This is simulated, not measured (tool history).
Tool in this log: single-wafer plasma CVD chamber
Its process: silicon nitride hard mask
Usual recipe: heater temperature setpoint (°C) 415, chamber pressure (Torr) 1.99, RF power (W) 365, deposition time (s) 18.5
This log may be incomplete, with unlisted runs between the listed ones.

run   hour  heater temperature setpoint (°C)  chamber pressure (Torr)  RF power (W)  deposition time (s)  read-back reference wafer on the same gauge, thickness_nm  mean film thickness on the monitor wafer (angstrom)
  1    0.0                               415                     1.86           365                 18.5                                                     22.790                                               225.79
  2   11.9                               415                     1.99           365                 18.5                                                     22.791                                               229.24
  3   23.5                               415                     1.99           330                 18.5                                                     22.807                                               207.80
  4   32.3                               415                     1.99           330                 18.5                                                     22.791                                               206.89
  5   47.4                               415                     1.99           330                 18.5                                                     22.795                                               207.53
  6   53.5                               415                     1.99           390                 18.5                                                     22.793                                               241.40
  7   60.1                               427                     1.99           365                 18.5                                                     22.795                                               226.42
  8   74.3                               427                     1.99           365                 18.5                                                     22.802                                               226.63
  9   81.7                               427                     1.99           365                 18.5                                                     22.805                                               225.96
 10   94.0                               415                     1.99           365                 18.5                                                     22.791                                               227.19
 11  110.4                               415                     1.99           365                 18.5                                                     22.798                                               226.66
     125.0  -- showerhead replaced, of another model than before
 12  125.7                               415                     1.99           365                 18.5                                                     22.803                                               233.24
 13  138.3                               415                     2.44           365                 18.5                                                     22.807                                               248.27
 14  152.3                               415                     1.99           300                 18.5                                                     22.805                                               203.33
     161.8  -- RF generator calibrated
     164.3  -- gauge calibrated
     198.6  -- capacitance manometer re-zeroed and calibrated
 15  199.1                               415                     1.86           365                 15.0                                                     22.805                                               196.61
 16  208.6                               415                     1.99           365                 18.5                                                     22.804                                               249.16
     224.9  -- thermocouple changed; heater temperature recalibrated
 17  226.0                               425                     1.58           295                 18.5                                                     22.787                                               197.08
 18  232.6                               415                     1.99           365                 19.7                                                     22.794                                               265.28
 19  249.3                               423                     1.61           365                 18.5                                                     22.800                                               228.64
 20  256.5                               415                     1.99           310                 18.5                                                     22.795                                               222.93
 21  268.0                               415                     1.99           365                 18.5                                                     22.795                                               248.10
 22  278.3                               415                     1.99           365                 18.5                                                     22.803                                               248.87
 23  290.7                               415                     1.99           390                 20.6                                                     22.805                                               288.67
 24  301.5                               415                     1.99           365                 18.5                                                     22.803                                               248.19

What if the next run were any one of these 5? Each begins from the tool's condition after run 24:
  A  301.9                               415                     1.99           365                 18.5                                                          ?                                                    ?
  B  301.9                               423                     1.59           425                 22.2                                                          ?                                                    ?
  C  301.9                               415                     1.99           315                 18.5                                                          ?                                                    ?
  D  301.9                               415                     2.18           365                 18.5                                                          ?                                                    ?
  E  301.9                               409                     1.99           365                 15.2                                                          ?                                                    ?

run  read-back reference wafer on the same gauge, thickness_nm  mean film thickness on the monitor wafer (angstrom)
  A                                                     22.801                                               248.06
  B                                                     22.801                                               300.32
  C                                                     22.801                                               224.98
  D                                                     22.801                                               255.38
  E                                                     22.801                                               204.52
Take away the tool's hidden state, keep each run's random variation, and the runs would have read:
run  mean film thickness on the monitor wafer (angstrom)
  A                                               249.52
  B                                               301.96
  C                                               226.36
  D                                               256.88
  E                                               205.72
